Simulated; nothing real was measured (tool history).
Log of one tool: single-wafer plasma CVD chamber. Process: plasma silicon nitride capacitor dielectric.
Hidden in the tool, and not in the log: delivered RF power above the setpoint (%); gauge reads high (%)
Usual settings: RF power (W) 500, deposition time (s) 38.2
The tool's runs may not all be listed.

run	day	RF power (W)	deposition time (s)	wafers since the last listed run	hours since the last RF generator calibration	hours since the showerhead was replaced	hours since the gauge calibration	read-back reference wafer on the same gauge, thickness_nm	mean film thickness on the monitor wafer (Å)
1	0	500	38.2	0	2185.6	6784.2	378.3	53.306	611.41
2	0.521	500	38.2	256	2198.1	6796.7	390.8	53.341	616.16
3	1.233	500	38.2	351	2215.2	6813.8	407.9	53.354	612.56
4	5.188	500	38.2	1949	2310.1	6908.7	502.8	53.618	615.25
5	6.329	500	38.2	562	2337.5	6936.1	530.2	53.667	615.01
6	6.996	535	38.2	328	2353.5	6952.1	546.2	53.738	629.99
7	7.9	535	38.2	445	2375.2	6973.8	567.9	53.78	627.75
8	9.083	555	35.1	583	2403.6	7002.2	596.3	53.885	585.67
# day 10.046: RF generator calibrated
9	10.45	455	38.2	509	9.7	7035	629.1	53.984	604.8
10	11.779	455	38.2	655	41.6	7066.9	661	54.066	600.08
11	13.033	455	38.2	618	71.7	7097	691.1	54.147	605.88
12	14.279	500	38.2	614	101.6	7126.9	721	54.269	623.76
# day 14.767: gauge calibrated
13	14.967	500	34	338	118.1	7143.4	4.8	52.884	538.03

Run 14 comes next. What will it give?
14	16.029	560	33	523	143.6	7168.9	30.3	?	?

read-back reference wafer on the same gauge, thickness_nm: 52.882
mean film thickness on the monitor wafer (Å): 546.78
Without the tool's hidden state the same run would have given mean film thickness on the monitor wafer (Å) 547.01.
